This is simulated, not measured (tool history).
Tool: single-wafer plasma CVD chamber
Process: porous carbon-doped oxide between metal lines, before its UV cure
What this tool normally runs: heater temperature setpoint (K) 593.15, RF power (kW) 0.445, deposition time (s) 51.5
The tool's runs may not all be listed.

run   hour  heater temperature setpoint (K)  RF power (kW)  deposition time (s)  wafers since the last listed run  hours since the last thermocouple change  hours since the last RF generator calibration  hours since the showerhead was replaced  hours since the gauge calibration  read-back reference wafer on the same gauge, thickness_nm  mean film thickness on the monitor wafer (nm)
  1    0.0                           593.15          0.445                 44.4                                 0                                    1998.9                                         1188.9                                   5700.6                               23.1                                                    272.024                                        199.381
  2   27.1                           593.15          0.445                 44.4                               516                                    2026.0                                         1216.0                                   5727.7                               50.2                                                    272.059                                        199.874
  3   49.8                           593.15          0.385                 56.3                               432                                    2048.7                                         1238.7                                   5750.4                               72.9                                                    271.837                                        223.270
  4   73.4                           593.15          0.385                 56.3                               449                                    2072.3                                         1262.3                                   5774.0                               96.5                                                    271.920                                        221.987
  5  104.5                           593.15          0.385                 56.3                               592                                    2103.4                                         1293.4                                   5805.1                              127.6                                                    272.164                                        222.293
  6  136.5                           593.15          0.445                 51.5                               609                                    2135.4                                         1325.4                                   5837.1                              159.6                                                    272.050                                        229.598
  7  167.4                           593.15          0.445                 51.5                               588                                    2166.3                                         1356.3                                   5868.0                              190.5                                                    272.087                                        230.316
  8  190.0                           593.15          0.445                 51.5                               430                                    2188.9                                         1378.9                                   5890.6                              213.1                                                    272.010                                        229.384
  9  204.5                           593.15          0.445                 51.5                               276                                    2203.4                                         1393.4                                   5905.1                              227.6                                                    271.799                                        230.115
 10  238.3                           593.15          0.445                 51.5                               643                                    2237.2                                         1427.2                                   5938.9                              261.4                                                    271.900                                        228.297
 11  271.2                           593.15          0.445                 51.5                               626                                    2270.1                                         1460.1                                   5971.8                              294.3                                                    271.920                                        231.557
     285.6  -- RF generator calibrated
     297.3  -- thermocouple changed; heater temperature recalibrated
 12  306.2                           587.15          0.445                 51.5                               361                                       8.9                                           20.6                                   6006.8                              329.3                                                    272.090                                        236.702
 13  319.1                           604.15          0.490                 60.6                               245                                      21.8                                           33.5                                   6019.7                              342.2                                                    272.122                                        276.281
 14  335.3                           593.15          0.445                 51.5                               308                                      38.0                                           49.7                                   6035.9                              358.4                                                    271.947                                        230.136
 15  360.9                           579.15          0.490                 61.7                               487                                      63.6                                           75.3                                   6061.5                              384.0                                                    272.000                                        315.220
 16  390.3                           581.15          0.445                 55.5                               560                                      93.0                                          104.7                                   6090.9                              413.4                                                    271.973                                        261.144
     426.2  -- gauge calibrated
     453.0  -- showerhead replaced
 17  478.1                           599.15          0.445                 54.8                              1520                                     180.8                                          192.5                                     25.1                               51.9                                                    271.945                                        239.481
 18  504.4                           586.15          0.445                 57.7                               501                                     207.1                                          218.8                                     51.4                               78.2                                                    271.846                                        265.979
 19  532.1                           593.15          0.445                 57.5                               527                                     234.8                                          246.5                                     79.1                              105.9                                                    272.065                                        255.280
 20  550.8                           593.15          0.445                 51.5                               356                                     253.5                                          265.2                                     97.8                              124.6                                                    272.044                                        229.047
 21  570.9                           593.15          0.445                 55.6                               382                                     273.6                                          285.3                                    117.9                              144.7                                                    272.073                                        247.137
 22  605.3                           593.15          0.445                 51.5                               655                                     308.0                                          319.7                                    152.3                              179.1                                                    271.955                                        230.119

Alternative continuations, all from the tool just after run 22; predict every row:
  A  605.7                           593.15          0.445                 61.5                                 7                                     308.4                                          320.1                                    152.7                              179.5                                                          ?                                              ?
  B  605.7                           593.15          0.495                 57.5                                 7                                     308.4                                          320.1                                    152.7                              179.5                                                          ?                                              ?
  C  605.7                           598.15          0.445                 51.5                                 7                                     308.4                                          320.1                                    152.7                              179.5                                                          ?                                              ?
  D  605.7                           606.15          0.495                 45.2                                 7                                     308.4                                          320.1                                    152.7                              179.5                                                          ?                                              ?

run  read-back reference wafer on the same gauge, thickness_nm  mean film thickness on the monitor wafer (nm)
  A                                                    272.055                                        274.162
  B                                                    272.055                                        277.305
  C                                                    272.055                                        225.376
  D                                                    272.055                                        207.204
Take away the tool's hidden state, keep each run's random variation, and the runs would have read:
run  mean film thickness on the monitor wafer (nm)
  A                                        274.162
  B                                        277.305
  C                                        225.376
  D                                        207.204
